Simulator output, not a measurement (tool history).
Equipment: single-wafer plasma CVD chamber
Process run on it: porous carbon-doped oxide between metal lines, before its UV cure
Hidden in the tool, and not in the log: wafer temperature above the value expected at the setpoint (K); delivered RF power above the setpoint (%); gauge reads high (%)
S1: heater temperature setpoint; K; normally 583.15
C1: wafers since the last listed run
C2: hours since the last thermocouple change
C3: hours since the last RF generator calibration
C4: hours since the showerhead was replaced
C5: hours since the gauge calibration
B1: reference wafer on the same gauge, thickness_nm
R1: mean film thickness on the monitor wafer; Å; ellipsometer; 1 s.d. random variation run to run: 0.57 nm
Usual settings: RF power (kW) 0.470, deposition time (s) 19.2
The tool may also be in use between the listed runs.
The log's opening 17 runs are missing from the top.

{"run": 18, "day": 39.129, "S1": 598.15, "RF power (kW)": 0.44, "deposition time (s)": 16.8, "C1": 2953, "C2": 1629.3, "C3": 191.9, "C4": 2763.0, "C5": 1682.0, "B1": 98.364, "R1": 762.01}
{"run": 19, "day": 40.908, "S1": 583.15, "RF power (kW)": 0.47, "deposition time (s)": 19.2, "C1": 1843, "C2": 1672.0, "C3": 234.6, "C4": 2805.7, "C5": 1724.7, "B1": 98.135, "R1": 992.23}
{"run": 20, "day": 42.208, "S1": 583.15, "RF power (kW)": 0.47, "deposition time (s)": 19.2, "C1": 1347, "C2": 1703.2, "C3": 265.8, "C4": 2836.9, "C5": 1755.9, "B1": 98.28, "R1": 985.49}
{"day": 42.979, "done": "showerhead replaced"}
{"run": 21, "day": 44.812, "S1": 583.15, "RF power (kW)": 0.47, "deposition time (s)": 19.2, "C1": 2352, "C2": 1765.7, "C3": 328.3, "C4": 44.0, "C5": 1818.4, "B1": 98.284, "R1": 995.65}
{"day": 45.588, "done": "gauge calibrated"}
{"run": 22, "day": 47.75, "S1": 583.15, "RF power (kW)": 0.505, "deposition time (s)": 22.7, "C1": 3043, "C2": 1836.2, "C3": 398.8, "C4": 114.5, "C5": 51.9, "B1": 98.336, "R1": 1240.02}
{"run": 23, "day": 50.704, "S1": 569.15, "RF power (kW)": 0.47, "deposition time (s)": 17.4, "C1": 3061, "C2": 1907.1, "C3": 469.7, "C4": 185.4, "C5": 122.8, "B1": 98.192, "R1": 959.8}
{"run": 24, "day": 53.004, "S1": 583.15, "RF power (kW)": 0.47, "deposition time (s)": 19.2, "C1": 2383, "C2": 1962.3, "C3": 524.9, "C4": 240.6, "C5": 178.0, "B1": 98.397, "R1": 987.52}
{"day": 56.871, "done": "thermocouple changed; heater temperature recalibrated"}
{"run": 25, "day": 61.5, "S1": 573.15, "RF power (kW)": 0.4, "deposition time (s)": 16.3, "C1": 8457, "C2": 111.1, "C3": 728.8, "C4": 444.5, "C5": 381.9, "B1": 98.391, "R1": 762.76}
{"run": 26, "day": 63.479, "S1": 583.15, "RF power (kW)": 0.47, "deposition time (s)": 16.4, "C1": 2050, "C2": 158.6, "C3": 776.3, "C4": 492.0, "C5": 429.4, "B1": 98.352, "R1": 845.6}
{"run": 27, "day": 64.992, "S1": 571.15, "RF power (kW)": 0.565, "deposition time (s)": 16.6, "C1": 1567, "C2": 194.9, "C3": 812.6, "C4": 528.3, "C5": 465.7, "B1": 98.445, "R1": 1064.35}
{"run": 28, "day": 66.008, "S1": 583.15, "RF power (kW)": 0.47, "deposition time (s)": 19.2, "C1": 1053, "C2": 219.3, "C3": 837.0, "C4": 552.7, "C5": 490.1, "B1": 98.216, "R1": 997.27}
{"run": 29, "day": 68.729, "S1": 583.15, "RF power (kW)": 0.47, "deposition time (s)": 19.2, "C1": 2819, "C2": 284.6, "C3": 902.3, "C4": 618.0, "C5": 555.4, "B1": 98.16, "R1": 1004.45}
{"run": 30, "day": 75.421, "S1": 572.15, "RF power (kW)": 0.435, "deposition time (s)": 23.0, "C1": 6933, "C2": 445.2, "C3": 1062.9, "C4": 778.6, "C5": 716.0, "B1": 98.305, "R1": 1160.53}
{"run": 31, "day": 76.504, "S1": 594.15, "RF power (kW)": 0.43, "deposition time (s)": 22.8, "C1": 1122, "C2": 471.2, "C3": 1088.9, "C4": 804.6, "C5": 742.0, "B1": 98.333, "R1": 1025.38}
{"run": 32, "day": 77.683, "S1": 583.15, "RF power (kW)": 0.47, "deposition time (s)": 19.2, "C1": 1221, "C2": 499.5, "C3": 1117.2, "C4": 832.9, "C5": 770.3, "B1": 98.181, "R1": 990.63}
{"run": 33, "day": 79.775, "S1": 583.15, "RF power (kW)": 0.47, "deposition time (s)": 21.2, "C1": 2167, "C2": 549.7, "C3": 1167.4, "C4": 883.1, "C5": 820.5, "B1": 98.164, "R1": 1086.46}
{"run": 34, "day": 82.492, "S1": 596.15, "RF power (kW)": 0.495, "deposition time (s)": 22.3, "C1": 2814, "C2": 614.9, "C3": 1232.6, "C4": 948.3, "C5": 885.7, "B1": 98.092, "R1": 1128.12}

What if the next run were any one of these 4? Each begins from the tool's condition after run 34:
{"run": "A", "day": 82.508, "S1": 583.15, "RF power (kW)": 0.415, "deposition time (s)": 19.2, "C1": 17, "C2": 615.3, "C3": 1233.0, "C4": 948.7, "C5": 886.1, "B1": "?", "R1": "?"}
{"run": "B", "day": 82.508, "S1": 592.15, "RF power (kW)": 0.56, "deposition time (s)": 17.2, "C1": 17, "C2": 615.3, "C3": 1233.0, "C4": 948.7, "C5": 886.1, "B1": "?", "R1": "?"}
{"run": "C", "day": 82.508, "S1": 583.15, "RF power (kW)": 0.56, "deposition time (s)": 20.6, "C1": 17, "C2": 615.3, "C3": 1233.0, "C4": 948.7, "C5": 886.1, "B1": "?", "R1": "?"}
{"run": "D", "day": 82.508, "S1": 578.15, "RF power (kW)": 0.54, "deposition time (s)": 21.0, "C1": 17, "C2": 615.3, "C3": 1233.0, "C4": 948.7, "C5": 886.1, "B1": "?", "R1": "?"}

run=A B1=98.209 R1=873.69
run=B B1=98.209 R1=988.45
run=C B1=98.209 R1=1225.97
run=D B1=98.209 R1=1242.35
Stripped of hidden state, with their random variation kept, the same runs would have yielded:
run=A R1=873.69
run=B R1=988.45
run=C R1=1225.97
run=D R1=1242.35
